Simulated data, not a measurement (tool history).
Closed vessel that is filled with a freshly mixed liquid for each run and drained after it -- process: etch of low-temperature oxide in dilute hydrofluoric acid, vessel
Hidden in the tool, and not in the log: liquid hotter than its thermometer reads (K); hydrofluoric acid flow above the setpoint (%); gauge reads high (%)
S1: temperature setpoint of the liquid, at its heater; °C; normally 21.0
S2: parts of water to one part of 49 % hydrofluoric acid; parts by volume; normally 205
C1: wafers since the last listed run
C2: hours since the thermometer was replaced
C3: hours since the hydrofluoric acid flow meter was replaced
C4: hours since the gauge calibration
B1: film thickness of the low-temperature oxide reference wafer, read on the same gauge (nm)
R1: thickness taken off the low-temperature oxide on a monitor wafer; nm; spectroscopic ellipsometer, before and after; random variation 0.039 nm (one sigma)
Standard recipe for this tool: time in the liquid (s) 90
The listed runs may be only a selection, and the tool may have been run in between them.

run 1 hour=0.0 | S1=22.0 S2=205 time_in_the_liquid_(s)=90 | C1=0 C2=988.5 C3=572.7 C4=2440.1 | B1=119.97 | R1=9.66
-- hour=40.6 hydrofluoric acid flow meter replaced
run 2 hour=54.0 | S1=22.0 S2=205 time_in_the_liquid_(s)=90 | C1=5353 C2=1042.5 C3=13.4 C4=2494.1 | B1=119.98 | R1=9.14
run 3 hour=79.2 | S1=21.0 S2=205 time_in_the_liquid_(s)=90 | C1=2545 C2=1067.7 C3=38.6 C4=2519.3 | B1=120.01 | R1=8.83
run 4 hour=148.8 | S1=21.0 S2=205 time_in_the_liquid_(s)=90 | C1=7030 C2=1137.3 C3=108.2 C4=2588.9 | B1=120.00 | R1=8.80
run 5 hour=215.1 | S1=21.0 S2=205 time_in_the_liquid_(s)=90 | C1=6696 C2=1203.6 C3=174.5 C4=2655.2 | B1=120.03 | R1=8.87
-- hour=218.7 thermometer replaced
run 6 hour=250.8 | S1=22.5 S2=205 time_in_the_liquid_(s)=90 | C1=3505 C2=32.1 C3=210.2 C4=2690.9 | B1=119.95 | R1=9.47
run 7 hour=276.8 | S1=21.0 S2=205 time_in_the_liquid_(s)=90 | C1=2626 C2=58.1 C3=236.2 C4=2716.9 | B1=119.97 | R1=9.04
run 8 hour=435.9 | S1=21.0 S2=205 time_in_the_liquid_(s)=90 | C1=16070 C2=217.2 C3=395.3 C4=2876.0 | B1=119.99 | R1=9.08
run 9 hour=485.7 | S1=21.0 S2=205 time_in_the_liquid_(s)=90 | C1=5030 C2=267.0 C3=445.1 C4=2925.8 | B1=120.03 | R1=9.21
-- hour=493.6 gauge calibrated
run 10 hour=555.3 | S1=21.0 S2=270 time_in_the_liquid_(s)=90 | C1=7030 C2=336.6 C3=514.7 C4=61.7 | B1=119.96 | R1=6.63
-- hour=594.6 hydrofluoric acid flow meter replaced
run 11 hour=598.7 | S1=21.0 S2=270 time_in_the_liquid_(s)=90 | C1=4282 C2=380.0 C3=4.1 C4=105.1 | B1=119.99 | R1=6.28
run 12 hour=653.2 | S1=21.0 S2=205 time_in_the_liquid_(s)=90 | C1=5505 C2=434.5 C3=58.6 C4=159.6 | B1=119.98 | R1=8.86
run 13 hour=703.3 | S1=17.0 S2=275 time_in_the_liquid_(s)=140 | C1=5060 C2=484.6 C3=108.7 C4=209.7 | B1=120.00 | R1=8.31
run 14 hour=752.7 | S1=21.0 S2=205 time_in_the_liquid_(s)=90 | C1=4989 C2=534.0 C3=158.1 C4=259.1 | B1=120.02 | R1=8.94
run 15 hour=798.9 | S1=17.0 S2=205 time_in_the_liquid_(s)=115 | C1=4666 C2=580.2 C3=204.3 C4=305.3 | B1=119.98 | R1=9.87
run 16 hour=870.0 | S1=26.0 S2=120 time_in_the_liquid_(s)=40 | C1=7181 C2=651.3 C3=275.4 C4=376.4 | B1=120.01 | R1=9.11
run 17 hour=905.6 | S1=17.5 S2=205 time_in_the_liquid_(s)=90 | C1=3595 C2=686.9 C3=311.0 C4=412.0 | B1=120.00 | R1=7.98
run 18 hour=933.7 | S1=24.0 S2=250 time_in_the_liquid_(s)=130 | C1=2838 C2=715.0 C3=339.1 C4=440.1 | B1=120.03 | R1=11.58
run 19 hour=970.5 | S1=21.0 S2=205 time_in_the_liquid_(s)=90 | C1=3717 C2=751.8 C3=375.9 C4=476.9 | B1=120.06 | R1=9.19
run 20 hour=1018.4 | S1=19.5 S2=205 time_in_the_liquid_(s)=90 | C1=4838 C2=799.7 C3=423.8 C4=524.8 | B1=120.00 | R1=8.70
run 21 hour=1069.3 | S1=17.0 S2=205 time_in_the_liquid_(s)=115 | C1=5141 C2=850.6 C3=474.7 C4=575.7 | B1=120.03 | R1=10.13
run 22 hour=1111.5 | S1=22.5 S2=250 time_in_the_liquid_(s)=90 | C1=4262 C2=892.8 C3=516.9 C4=617.9 | B1=120.02 | R1=7.71
run 23 hour=1177.1 | S1=23.0 S2=205 time_in_the_liquid_(s)=110 | C1=6626 C2=958.4 C3=582.5 C4=683.5 | B1=119.94 | R1=12.20
-- hour=1195.6 thermometer replaced
run 24 hour=1228.8 | S1=24.5 S2=205 time_in_the_liquid_(s)=45 | C1=5121 C2=33.2 C3=634.2 C4=735.2 | B1=120.01 | R1=5.34
run 25 hour=1268.3 | S1=23.5 S2=175 time_in_the_liquid_(s)=135 | C1=3989 C2=72.7 C3=673.7 C4=774.7 | B1=120.01 | R1=18.79
-- hour=1297.7 hydrofluoric acid flow meter replaced
run 26 hour=1330.2 | S1=21.0 S2=205 time_in_the_liquid_(s)=90 | C1=6151 C2=134.6 C3=32.5 C4=836.6 | B1=120.02 | R1=8.77
run 27 hour=1371.5 | S1=17.5 S2=205 time_in_the_liquid_(s)=115 | C1=4171 C2=175.9 C3=73.8 C4=877.9 | B1=119.99 | R1=9.85
run 28 hour=1423.6 | S1=17.0 S2=250 time_in_the_liquid_(s)=130 | C1=5262 C2=228.0 C3=125.9 C4=930.0 | B1=119.99 | R1=8.58
run 29 hour=1495.0 | S1=24.0 S2=180 time_in_the_liquid_(s)=125 | C1=7212 C2=299.4 C3=197.3 C4=1001.4 | B1=119.98 | R1=16.30
run 30 hour=1542.0 | S1=21.0 S2=205 time_in_the_liquid_(s)=90 | C1=4747 C2=346.4 C3=244.3 C4=1048.4 | B1=120.06 | R1=8.92
run 31 hour=1595.5 | S1=21.0 S2=110 time_in_the_liquid_(s)=40 | C1=5404 C2=399.9 C3=297.8 C4=1101.9 | B1=120.05 | R1=8.21
run 32 hour=1627.5 | S1=25.5 S2=270 time_in_the_liquid_(s)=130 | C1=3232 C2=431.9 C3=329.8 C4=1133.9 | B1=119.96 | R1=10.90
run 33 hour=1694.0 | S1=21.0 S2=205 time_in_the_liquid_(s)=90 | C1=6717 C2=498.4 C3=396.3 C4=1200.4 | B1=120.01 | R1=9.12

Hidden state, per run?
liquid hotter than its thermometer reads (K): 0 in every run
gauge reads high (%): 0 in every run
H1: hydrofluoric acid flow above the setpoint (%)
run=1 H1=5.12
run=2 H1=0.407
run=3 H1=0.629
run=4 H1=1.24
run=5 H1=1.82
run=6 H1=2.14
run=7 H1=2.36
run=8 H1=3.76
run=9 H1=4.2
run=10 H1=4.81
run=11 H1=0.649
run=12 H1=1.13
run=13 H1=1.57
run=14 H1=2
run=15 H1=2.41
run=16 H1=3.03
run=17 H1=3.34
run=18 H1=3.59
run=19 H1=3.91
run=20 H1=4.34
run=21 H1=4.78
run=22 H1=5.15
run=23 H1=5.73
run=24 H1=6.18
run=25 H1=6.53
run=26 H1=0.397
run=27 H1=0.76
run=28 H1=1.22
run=29 H1=1.84
run=30 H1=2.26
run=31 H1=2.73
run=32 H1=3.01
run=33 H1=3.59

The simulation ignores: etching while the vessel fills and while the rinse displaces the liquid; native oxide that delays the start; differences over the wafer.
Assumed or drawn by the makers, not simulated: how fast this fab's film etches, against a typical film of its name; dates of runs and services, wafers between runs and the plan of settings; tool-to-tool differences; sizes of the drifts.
